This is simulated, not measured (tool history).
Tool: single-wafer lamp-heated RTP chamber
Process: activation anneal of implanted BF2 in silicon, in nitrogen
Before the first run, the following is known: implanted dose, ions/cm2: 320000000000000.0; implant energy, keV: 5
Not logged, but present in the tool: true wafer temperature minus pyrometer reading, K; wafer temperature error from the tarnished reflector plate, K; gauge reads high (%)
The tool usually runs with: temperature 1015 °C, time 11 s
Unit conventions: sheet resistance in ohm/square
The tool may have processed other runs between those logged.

run	hour	temperature	time	wafers since the last listed run	wafers since the last pyrometer calibration	wafers since the reflector plate was cleaned	hours since the gauge calibration	read-back reference wafer on the same gauge, sheet resistance	sheet resistance
1	0	992	11	0	2460	5237	276.8	434.49	518.32
# hour 254.7: reflector plate cleaned
# hour 325.4: pyrometer window cleaned and pyrometer calibrated
2	325.9	992	11	4650	8	948	602.7	433.92	526.23
3	371.6	1015	11	685	693	1634	648.4	434.14	469.39
4	455.5	1015	11	1259	1952	2893	732.3	434.03	466.41
5	495.7	1015	11	603	2556	3496	772.5	433.97	466.51
6	579.2	1015	11	1252	3809	4749	856	434.23	469.3
7	634.3	1015	11	826	4635	5576	911.1	434.17	463.29
8	698	1015	11	955	5591	6532	974.8	434.13	465.9
9	772.5	1015	11	1117	6709	7650	1049.3	433.69	465.01
10	862.1	1015	11	1344	8054	8994	1138.9	433.53	462.03
# hour 893.2: pyrometer window cleaned and pyrometer calibrated
# hour 901.1: reflector plate cleaned
11	920.8	995	11	642	295	295	1197.6	433.84	521.15
12	1075.7	995	11	2324	2619	2619	1352.5	433.75	509.51
13	1140.8	995	11	976	3596	3596	1417.6	433.94	507.99
14	1287.8	1015	11	2205	5802	5802	1564.6	434.04	464.28
# hour 1309: gauge calibrated
15	1347.5	1015	11	895	6698	6698	38.5	433.41	463.22
# hour 1390.8: reflector plate cleaned
16	1397.4	1030	6	628	7327	98	88.4	433.61	479.19
17	1460.7	1030	6	949	8277	1048	151.7	433.94	474.94
# hour 1539.4: pyrometer window cleaned and pyrometer calibrated
18	1544	1005	5	1129	68	2178	235	434.14	536.13
19	1644.8	1015	11	1512	1581	3690	335.8	433.68	465.62
20	1739.3	1015	11	1418	2999	5108	430.3	434.02	464.81
21	1801.6	1001	5	934	3934	6043	492.6	434.04	542.16
22	1905.4	1040	15	1557	5491	7601	596.4	434.19	408.47
23	1981	990	6	1134	6626	8735	672	433.66	559.19
24	2024.6	1030	6	654	7280	9390	715.6	434.05	468.66
# hour 2036: reflector plate cleaned
# hour 2044.3: pyrometer window cleaned and pyrometer calibrated
25	2109.4	1006	14	1032	976	982	800.4	434.11	477.89
26	2149.4	1015	11	600	1576	1582	840.4	434.22	470.35
27	2223.5	1015	16	1111	2688	2694	914.5	434.05	448.57
28	2296.7	1007	16	1098	3786	3792	987.7	434.23	461.91
29	2342.3	1015	11	684	4471	4476	1033.3	434.25	465.83
30	2392.4	1015	11	751	5223	5228	1083.4	433.68	464.11
31	2428.5	1002	11	541	5764	5770	1119.5	433.92	491.38
32	2508.6	1039	8	1201	6966	6972	1199.6	433.78	439.51
# hour 2531.4: pyrometer window cleaned and pyrometer calibrated
# hour 2551.2: reflector plate cleaned
33	2610.9	1007	6	1295	1073	895	1301.9	433.97	528.25
34	2652.1	1007	6	618	1691	1513	1343.1	433.9	523.06
35	2691.5	1031	15	591	2282	2104	1382.5	434.05	425.17
36	2748	992	14	847	3130	2952	1439	433.66	506.17

Branching from run 36: 4 alternative next runs. What would each branch give?
A	2748.4	1015	11	6	3136	2958	1439.4	?	?
B	2748.4	1000	15	6	3136	2958	1439.4	?	?
C	2748.4	1037	7	6	3136	2958	1439.4	?	?
D	2748.4	1015	6	6	3136	2958	1439.4	?	?

run	read-back reference wafer on the same gauge, sheet resistance	sheet resistance
A	433.88	467.32
B	433.88	481.73
C	433.88	450.59
D	433.88	500.34
With no hidden state in the tool, these same runs would have given:
run	sheet resistance
A	477.66
B	493.42
C	459.39
D	512.04

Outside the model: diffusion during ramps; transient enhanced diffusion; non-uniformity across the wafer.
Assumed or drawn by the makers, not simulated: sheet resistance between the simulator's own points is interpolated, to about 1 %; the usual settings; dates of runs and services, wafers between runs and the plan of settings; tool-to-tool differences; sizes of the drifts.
